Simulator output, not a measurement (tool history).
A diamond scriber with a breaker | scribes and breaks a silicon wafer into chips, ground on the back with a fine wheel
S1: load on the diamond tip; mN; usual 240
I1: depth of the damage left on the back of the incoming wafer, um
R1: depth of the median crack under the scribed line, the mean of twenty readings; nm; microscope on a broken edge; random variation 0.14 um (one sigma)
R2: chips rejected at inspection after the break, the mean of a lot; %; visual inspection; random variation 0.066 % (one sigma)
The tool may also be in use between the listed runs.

run	day	S1	I1	R1	R2
1	0	222	1.71	11040	10
2	0.408	222	2.17	10940	9.97
3	0.867	277	2.97	13340	3.45
4	1.379	206	1.61	10220	14.29
5	1.833	206	2.85	10240	15.76
6	2.475	290	2.84	13890	2.59
7	2.946	290	2.09	13960	2.4
8	3.367	240	2.81	11650	7.75
9	3.979	240	1.62	11620	6.87
10	5.771	240	2.25	11660	7.8
11	6.071	207	2.24	10210	15.59
12	6.421	240	1.54	11760	7.41
13	7.054	240	2.76	11550	8.1
14	7.767	240	1.52	11820	7.53
# day 8.108: load on the tip recalibrated
15	8.129	240	2.17	11620	7.89
16	8.55	240	2.5	11560	8.12
17	8.821	180	1.86	8970	24.77
18	9.233	275	1.62	13130	3.28
19	9.704	281	2.46	13590	3.25
20	10.046	294	2.79	13890	2.66
21	10.317	304	2.87	13940	2.43
# day 10.425: diamond tip replaced by a new one
22	10.8	240	2.68	14320	2.16
23	11.296	203	2.74	12150	5.36
24	11.575	240	1.77	14440	1.86
25	12.171	272	2.87	15950	2.74
26	12.55	240	1.94	13920	2.13
27	13.054	240	2.73	13810	2.59
28	13.662	240	2.45	13960	2.55
29	14.208	219	1.76	12830	4.18
30	14.767	259	1.7	14750	1.78
31	15.233	169	1.88	9710	18.91
32	15.946	299	1.94	16200	2.84

Forecast each of these 5 alternatives for the next run:
A	15.975	240	2.79	?	?
B	15.975	300	2.79	?	?
C	15.975	276	2.79	?	?
D	15.975	261	2.79	?	?
E	15.975	310	2.79	?	?

run	R1	R2
A	13460	3.11
B	16320	3.27
C	15200	2.31
D	14490	2.25
E	16770	3.91
Without the tool's hidden state the same runs would have given:
run	R1	R2
A	14640	2.23
B	17750	5.72
C	16540	3.58
D	15760	2.68
E	18240	6.8

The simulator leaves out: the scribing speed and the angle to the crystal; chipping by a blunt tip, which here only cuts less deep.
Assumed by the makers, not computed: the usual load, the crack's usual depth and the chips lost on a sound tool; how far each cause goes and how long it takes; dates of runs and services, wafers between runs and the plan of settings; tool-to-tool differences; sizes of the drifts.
